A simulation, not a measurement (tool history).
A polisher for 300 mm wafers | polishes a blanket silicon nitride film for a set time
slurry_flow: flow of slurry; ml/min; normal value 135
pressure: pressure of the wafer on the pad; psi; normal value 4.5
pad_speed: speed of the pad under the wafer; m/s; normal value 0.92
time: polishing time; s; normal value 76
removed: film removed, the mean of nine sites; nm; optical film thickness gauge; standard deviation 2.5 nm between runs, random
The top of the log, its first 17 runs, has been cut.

run,hour,slurry_flow,pressure,pad_speed,time,wafers since the last listed run,wafers polished on this pad,hours since the slurry nozzle was cleaned,hours since the head pressure was calibrated,"incoming thickness of the incoming film, nm",removed
# hour 863: head pressure recalibrated
18,867.7,100,4.5,0.92,76,868,2033,239.3,4.7,651.9,141.1
19,894.4,95,4.5,0.64,92,343,2376,266,31.4,666.6,121.4
20,920,135,4.5,0.92,76,328,2705,291.6,57,665.9,149.5
# hour 928.3: slurry nozzle cleaned
21,981,135,4.5,0.92,76,770,3476,52.7,118,655.6,168.8
# hour 1032.2: worn pad replaced by a new one
22,1049.6,100,3.9,0.74,76,830,224,121.3,186.6,654.3,111
23,1082.7,135,4.5,0.92,76,425,649,154.4,219.7,662.6,165.6
24,1120.4,155,3.9,0.92,66,484,1133,192.1,257.4,655.9,124.8
25,1161,135,3.9,0.92,76,521,1655,232.7,298,658.9,138
26,1213.2,135,4.5,0.92,76,670,2326,284.9,350.2,662.6,153.7
# hour 1225.9: head pressure recalibrated
27,1275.9,135,3,1.22,76,779,3106,347.6,50,663,125.3
# hour 1296.6: slurry nozzle cleaned
28,1332.7,135,4.5,0.92,76,717,3823,36.1,106.8,663.1,174.7
29,1398.8,110,3,0.8,59,849,4672,102.2,172.9,647.2,73.3
# hour 1425.8: worn pad replaced by a new one
30,1437.2,135,4.5,1.16,76,442,146,140.6,211.3,651.6,203.5
31,1490.6,100,5.8,1.22,98,686,832,194,264.7,663.4,304.6
32,1537,135,4.5,0.92,76,596,1429,240.4,311.1,671.3,161
# hour 1583.7: head pressure recalibrated
33,1601.4,135,3.5,0.82,76,801,2230,304.8,17.7,650.8,107.8
34,1666.8,120,4.5,0.92,59,840,3071,370.2,83.1,667.3,110
# hour 1690.2: slurry nozzle cleaned
35,1723,110,3,0.8,59,709,3780,32.8,139.3,668.4,76.8
36,1762.6,150,3.9,1.06,94,508,4289,72.4,178.9,650.9,209

Branching from run 36: 5 alternative next runs. What would each branch give?
A,1763,135,3.6,0.92,76,5,4294,72.8,179.3,650.2,?
B,1763,165,5.4,0.82,96,5,4294,72.8,179.3,650.2,?
C,1763,95,4.5,0.92,76,5,4294,72.8,179.3,650.2,?
D,1763,180,3.6,1.1,69,5,4294,72.8,179.3,650.2,?
E,1763,135,3,1.1,54,5,4294,72.8,179.3,650.2,?

run,removed
A,135.2
B,243.5
C,152.9
D,149.9
E,92.3
With no hidden state in the tool, these same runs would have given:
run,removed
A,138
B,247.7
C,157.5
D,152.3
E,94.3
